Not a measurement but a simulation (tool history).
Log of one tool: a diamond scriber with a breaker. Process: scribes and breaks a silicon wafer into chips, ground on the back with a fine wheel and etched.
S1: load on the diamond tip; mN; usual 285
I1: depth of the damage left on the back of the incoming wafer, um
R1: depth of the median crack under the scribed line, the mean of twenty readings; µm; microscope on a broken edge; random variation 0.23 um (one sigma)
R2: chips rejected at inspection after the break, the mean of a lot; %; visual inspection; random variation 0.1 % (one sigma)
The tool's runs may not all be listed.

run 1 day=0 | S1=349 | I1=0.73 | R1=14.44 R2=6.27
run 2 day=0.967 | S1=285 | I1=0.71 | R1=12 R2=1.69
run 3 day=2.354 | S1=285 | I1=0.62 | R1=11.86 R2=1.73
run 4 day=3.638 | S1=285 | I1=0.57 | R1=12.12 R2=1.7
run 5 day=4.996 | S1=285 | I1=0.43 | R1=12.24 R2=1.61
run 6 day=5.567 | S1=285 | I1=0.42 | R1=12.32 R2=1.54
run 7 day=6.554 | S1=311 | I1=0.8 | R1=13.27 R2=2.82
run 8 day=7.504 | S1=311 | I1=0.44 | R1=12.79 R2=2.41
-- day=8.696 diamond tip replaced by a new one
run 9 day=8.962 | S1=311 | I1=0.79 | R1=13.03 R2=2.55
run 10 day=9.462 | S1=285 | I1=0.36 | R1=12.12 R2=1.63
run 11 day=10.383 | S1=285 | I1=0.36 | R1=12.11 R2=1.76
run 12 day=11.192 | S1=216 | I1=0.47 | R1=9.31 R2=11.26
run 13 day=12.417 | S1=216 | I1=0.68 | R1=9.33 R2=11.58
run 14 day=13.775 | S1=285 | I1=0.52 | R1=11.91 R2=1.62
run 15 day=15.212 | S1=285 | I1=0.53 | R1=12.35 R2=1.75
run 16 day=15.738 | S1=285 | I1=0.31 | R1=12.28 R2=1.66
run 17 day=16.712 | S1=236 | I1=0.78 | R1=10.19 R2=6.27
run 18 day=17.667 | S1=345 | I1=0.58 | R1=14.29 R2=5.61
run 19 day=18.446 | S1=345 | I1=0.59 | R1=14.4 R2=5.82
run 20 day=19.908 | S1=285 | I1=0.49 | R1=11.89 R2=1.67
run 21 day=21.875 | S1=285 | I1=0.48 | R1=11.77 R2=1.64
-- day=22.121 load on the tip recalibrated
run 22 day=23.217 | S1=343 | I1=0.49 | R1=14.28 R2=4.56
run 23 day=24.267 | S1=239 | I1=0.53 | R1=10.25 R2=5.45
run 24 day=25.55 | S1=366 | I1=0.68 | R1=14.73 R2=8.41
run 25 day=26.908 | S1=234 | I1=0.72 | R1=10.22 R2=5.77
run 26 day=27.746 | S1=285 | I1=0.34 | R1=11.92 R2=1.59
run 27 day=28.417 | S1=285 | I1=0.7 | R1=12.23 R2=1.65
run 28 day=29.004 | S1=221 | I1=0.73 | R1=9.77 R2=10.21
run 29 day=29.783 | S1=247 | I1=0.68 | R1=10.79 R2=3.8
run 30 day=30.779 | S1=211 | I1=0.62 | R1=8.98 R2=12.92
run 31 day=31.817 | S1=316 | I1=0.34 | R1=13.59 R2=2.97
run 32 day=32.546 | S1=285 | I1=0.61 | R1=11.65 R2=1.5
-- day=32.933 diamond tip replaced by a new one
run 33 day=33.471 | S1=346 | I1=0.78 | R1=14.19 R2=5.55
run 34 day=34.417 | S1=285 | I1=0.4 | R1=12.22 R2=1.67
run 35 day=35.438 | S1=285 | I1=0.47 | R1=12.21 R2=1.77
run 36 day=35.95 | S1=342 | I1=0.42 | R1=13.93 R2=5.08
run 37 day=36.875 | S1=254 | I1=0.34 | R1=11.11 R2=3.09
run 38 day=37.742 | S1=210 | I1=0.46 | R1=9.03 R2=12.83
run 39 day=39.175 | S1=219 | I1=0.47 | R1=9.5 R2=10.06
run 40 day=39.683 | S1=364 | I1=0.64 | R1=14.83 R2=6.89
run 41 day=40.708 | S1=210 | I1=0.46 | R1=9.02 R2=12.58
run 42 day=41.838 | S1=201 | I1=0.71 | R1=8.49 R2=17.1
run 43 day=43.054 | S1=360 | I1=0.41 | R1=15.07 R2=7.12

The tool's hidden state at each run:
share of the diamond tip's cutting effectiveness lost through wear, %: 0 in every run
deviation of the load on the tip from its setpoint, %: 0 in every run
